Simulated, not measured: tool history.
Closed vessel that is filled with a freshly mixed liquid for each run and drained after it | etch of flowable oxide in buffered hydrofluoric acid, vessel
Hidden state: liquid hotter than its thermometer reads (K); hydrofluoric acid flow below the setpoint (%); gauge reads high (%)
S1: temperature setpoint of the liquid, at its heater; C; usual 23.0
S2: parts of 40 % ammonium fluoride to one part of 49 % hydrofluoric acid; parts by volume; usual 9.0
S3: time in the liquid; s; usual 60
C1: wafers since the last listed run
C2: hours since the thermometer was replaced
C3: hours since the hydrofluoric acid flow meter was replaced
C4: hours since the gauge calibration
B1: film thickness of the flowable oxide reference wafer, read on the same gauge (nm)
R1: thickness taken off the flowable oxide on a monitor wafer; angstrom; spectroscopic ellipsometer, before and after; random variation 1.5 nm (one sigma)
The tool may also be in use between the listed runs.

Run 1, day 0.000: usual settings; C1 0; C2 2147.4; C3 2245.6; C4 212.6; B1 49.97. Result: R1 2913.7 angstrom.
Run 2, day 1.250: usual settings; C1 1981; C2 2177.4; C3 2275.6; C4 242.6; B1 50.01. Result: R1 2903.1 angstrom.
Run 3, day 2.167: usual settings; C1 1453; C2 2199.4; C3 2297.6; C4 264.6; B1 50.04. Result: R1 2874.2 angstrom.
Run 4, day 3.192: usual settings but S1 21.0 C; C1 1624; C2 2224.0; C3 2322.2; C4 289.2; B1 50.00. Result: R1 2591.3 angstrom.
Run 5, day 4.154: usual settings but S1 21.0 C; C1 1525; C2 2247.1; C3 2345.3; C4 312.3; B1 50.02. Result: R1 2601.8 angstrom.
Run 6, day 4.971: usual settings but S3 75 s; C1 1294; C2 2266.7; C3 2364.9; C4 331.9; B1 49.97. Result: R1 3616.4 angstrom.
Run 7, day 6.167: usual settings but S3 75 s; C1 1895; C2 2295.4; C3 2393.6; C4 360.6; B1 49.97. Result: R1 3596.7 angstrom.
At day 6.692: gauge calibrated.
Run 8, day 6.696: usual settings but S3 75 s; C1 838; C2 2308.1; C3 2406.3; C4 0.1; B1 50.02. Result: R1 3598.1 angstrom.
At day 7.462: thermometer replaced.
Run 9, day 7.483: usual settings but S3 35 s; C1 1182; C2 0.5; C3 2425.2; C4 19.0; B1 50.03. Result: R1 1665.1 angstrom.
Run 10, day 8.100: usual settings; C1 977; C2 15.3; C3 2440.0; C4 33.8; B1 50.05. Result: R1 2879.0 angstrom.
Run 11, day 9.192: usual settings; C1 1730; C2 41.5; C3 2466.2; C4 60.0; B1 50.02. Result: R1 2863.7 angstrom.
At day 9.746: hydrofluoric acid flow meter replaced.
Run 12, day 10.629: usual settings but S1 26.0 C, S2 10.5 parts by volume, S3 80 s; C1 2212; C2 76.0; C3 21.2; C4 94.5; B1 50.02. Result: R1 4510.1 angstrom.
Run 13, day 11.792: usual settings but S3 50 s; C1 1842; C2 103.9; C3 49.1; C4 122.4; B1 50.02. Result: R1 2669.3 angstrom.
Run 14, day 12.500: usual settings but S1 26.0 C, S2 12.0 parts by volume, S3 45 s; C1 1122; C2 120.9; C3 66.1; C4 139.4; B1 49.95. Result: R1 2211.5 angstrom.
Run 15, day 13.750: usual settings; C1 1981; C2 150.9; C3 96.1; C4 169.4; B1 50.00. Result: R1 3229.7 angstrom.
Run 16, day 15.012: usual settings but S1 18.5 C; C1 2001; C2 181.2; C3 126.4; C4 199.7; B1 49.95. Result: R1 2505.4 angstrom.
Run 17, day 16.117: usual settings but S2 12.0 parts by volume, S3 85 s; C1 1750; C2 207.7; C3 152.9; C4 226.2; B1 49.99. Result: R1 3528.9 angstrom.
Run 18, day 17.346: usual settings but S1 18.5 C; C1 1948; C2 237.2; C3 182.4; C4 255.7; B1 49.99. Result: R1 2470.4 angstrom.

Forecast run 19:
Run 19, day 17.921: usual settings but S1 26.0 C, S2 11.5 parts by volume, S3 35 s; C1 911; C2 251.0; C3 196.2; C4 269.5; B1 ?. Result: R1 ?.

Run 19 gave B1 50.02, R1 1768.5 angstrom.
Without the tool's hidden state the same run would have given R1 1803.0 angstrom.
